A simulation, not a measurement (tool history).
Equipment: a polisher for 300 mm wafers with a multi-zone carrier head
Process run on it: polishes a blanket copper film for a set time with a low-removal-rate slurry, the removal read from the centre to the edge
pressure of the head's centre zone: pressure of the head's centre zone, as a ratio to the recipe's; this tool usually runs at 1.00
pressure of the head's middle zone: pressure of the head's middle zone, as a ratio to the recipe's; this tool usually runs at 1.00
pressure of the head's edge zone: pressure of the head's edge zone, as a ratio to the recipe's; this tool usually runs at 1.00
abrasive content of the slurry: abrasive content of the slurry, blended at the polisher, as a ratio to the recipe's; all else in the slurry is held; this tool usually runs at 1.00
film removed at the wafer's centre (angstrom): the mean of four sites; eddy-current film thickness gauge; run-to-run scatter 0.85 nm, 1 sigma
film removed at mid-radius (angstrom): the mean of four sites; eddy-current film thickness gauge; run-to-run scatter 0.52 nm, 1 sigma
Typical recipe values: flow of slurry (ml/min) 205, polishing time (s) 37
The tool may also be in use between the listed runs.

| run | day | flow of slurry (ml/min) | pressure of the head's centre zone | pressure of the head's middle zone | pressure of the head's edge zone | abrasive content of the slurry | polishing time (s) | wafers since the last listed run | wafers polished on this pad | hours since the slurry nozzle was cleaned | hours since the centre zone pressure was calibrated | hours since the edge zone pressure was calibrated | hours since the carrier head's membrane was replaced | incoming thickness of the incoming film, nm | film removed at the wafer's centre (angstrom) | film removed at mid-radius (angstrom) |
|---|---|---|---|---|---|---|---|---|---|---|---|---|---|---|---|---|
| 1 | 0.000 | 255 | 1.00 | 1.00 | 1.00 | 1.00 | 37 | 0 | 371 | 162.7 | 437.4 | 748.7 | 1469.9 | 1484.2 | 796 | 761 |
| 2 | 0.662 | 255 | 1.00 | 1.00 | 1.00 | 1.00 | 37 | 288 | 660 | 178.6 | 453.3 | 764.6 | 1485.8 | 1455.2 | 777 | 770 |
| 3 | 1.225 | 205 | 1.00 | 1.00 | 0.96 | 1.00 | 37 | 245 | 905 | 192.1 | 466.8 | 778.1 | 1499.3 | 1481.8 | 752 | 726 |
| 4 | 1.600 | 205 | 1.00 | 1.00 | 0.96 | 1.00 | 37 | 163 | 1068 | 201.1 | 475.8 | 787.1 | 1508.3 | 1478.9 | 747 | 730 |
|  | 2.117 | worn pad replaced by a new one |
| 5 | 2.138 | 205 | 0.91 | 1.00 | 0.93 | 1.00 | 37 | 161 | 9 | 214.0 | 488.7 | 800.0 | 1521.2 | 1470.7 | 694 | 723 |
| 6 | 2.442 | 205 | 0.91 | 1.00 | 0.93 | 1.00 | 37 | 132 | 141 | 221.3 | 496.0 | 807.3 | 1528.5 | 1503.6 | 695 | 724 |
| 7 | 2.733 | 205 | 1.00 | 1.03 | 1.00 | 1.00 | 37 | 127 | 269 | 228.3 | 503.0 | 814.3 | 1535.5 | 1490.9 | 727 | 748 |
|  | 2.996 | centre zone pressure recalibrated |
| 8 | 3.088 | 205 | 1.00 | 1.00 | 1.00 | 1.00 | 37 | 117 | 386 | 236.8 | 2.2 | 822.8 | 1544.0 | 1499.6 | 746 | 722 |
| 9 | 3.571 | 205 | 1.00 | 1.00 | 1.00 | 1.00 | 37 | 210 | 597 | 248.4 | 13.8 | 834.4 | 1555.6 | 1487.8 | 744 | 728 |
|  | 3.992 | edge zone pressure recalibrated |
| 10 | 4.100 | 205 | 1.00 | 1.00 | 1.00 | 1.00 | 37 | 194 | 791 | 261.1 | 26.5 | 2.6 | 1568.3 | 1466.9 | 736 | 725 |
|  | 4.775 | worn pad replaced by a new one |
| 11 | 4.796 | 205 | 1.00 | 1.00 | 1.00 | 0.70 | 37 | 230 | 8 | 277.8 | 43.2 | 19.3 | 1585.0 | 1473.4 | 699 | 688 |
| 12 | 6.083 | 205 | 1.10 | 1.00 | 1.00 | 1.00 | 37 | 560 | 569 | 308.7 | 74.1 | 50.2 | 1615.9 | 1510.9 | 774 | 719 |
| 13 | 6.396 | 205 | 1.00 | 1.03 | 1.00 | 1.00 | 37 | 136 | 705 | 316.2 | 81.6 | 57.7 | 1623.4 | 1483.8 | 735 | 735 |
|  | 6.833 | slurry nozzle cleaned |
| 14 | 6.892 | 205 | 1.00 | 1.00 | 0.96 | 1.00 | 37 | 197 | 903 | 1.4 | 93.5 | 69.6 | 1635.3 | 1476.3 | 803 | 767 |
|  | 7.400 | carrier head's membrane replaced by a new one |
|  | 7.558 | worn pad replaced by a new one |
| 15 | 7.579 | 175 | 1.00 | 1.00 | 1.00 | 1.10 | 37 | 139 | 8 | 17.9 | 110.0 | 86.1 | 4.3 | 1515.1 | 780 | 751 |
| 16 | 7.958 | 205 | 1.00 | 1.00 | 0.96 | 1.00 | 37 | 165 | 173 | 27.0 | 119.1 | 95.2 | 13.4 | 1471.8 | 771 | 759 |
| 17 | 8.483 | 205 | 1.00 | 1.00 | 1.08 | 1.00 | 37 | 228 | 402 | 39.6 | 131.7 | 107.8 | 26.0 | 1496.5 | 791 | 751 |
| 18 | 8.842 | 205 | 1.00 | 1.00 | 1.00 | 1.00 | 37 | 156 | 558 | 48.2 | 140.3 | 116.4 | 34.6 | 1486.6 | 766 | 751 |
| 19 | 9.258 | 205 | 1.06 | 1.08 | 1.00 | 1.00 | 37 | 181 | 739 | 58.2 | 150.3 | 126.4 | 44.6 | 1500.9 | 797 | 780 |
| 20 | 9.621 | 205 | 1.00 | 1.07 | 1.00 | 1.20 | 37 | 157 | 897 | 66.9 | 159.0 | 135.1 | 53.3 | 1489.3 | 797 | 808 |
| 21 | 9.967 | 260 | 1.00 | 1.00 | 1.09 | 1.00 | 37 | 150 | 1048 | 75.2 | 167.3 | 143.4 | 61.6 | 1487.9 | 811 | 784 |
|  | 10.496 | worn pad replaced by a new one |
| 22 | 10.558 | 205 | 1.00 | 1.00 | 1.10 | 1.00 | 37 | 185 | 26 | 89.4 | 181.5 | 157.6 | 75.8 | 1478.0 | 770 | 738 |

What the log doesn't show, run by run:
removal rate lost through wear of the pad, %: 0 at every run
deviation of the centre zone's pressure from its setpoint, %: 0 at every run
deviation of the edge zone's pressure from its setpoint, %: 0 at every run
H1: slurry flow missing at the pad, %
| run | H1 |
|---|---|
| 1 | 28.9 |
| 2 | 30.1 |
| 3 | 31 |
| 4 | 31.5 |
| 5 | 32.2 |
| 6 | 32.6 |
| 7 | 32.9 |
| 8 | 33.3 |
| 9 | 33.7 |
| 10 | 34.2 |
| 11 | 34.7 |
| 12 | 35.5 |
| 13 | 35.7 |
| 14 | 4.56 |
| 15 | 9.53 |
| 16 | 12 |
| 17 | 15.1 |
| 18 | 17 |
| 19 | 19.1 |
| 20 | 20.7 |
| 21 | 22.2 |
| 22 | 24.5 |
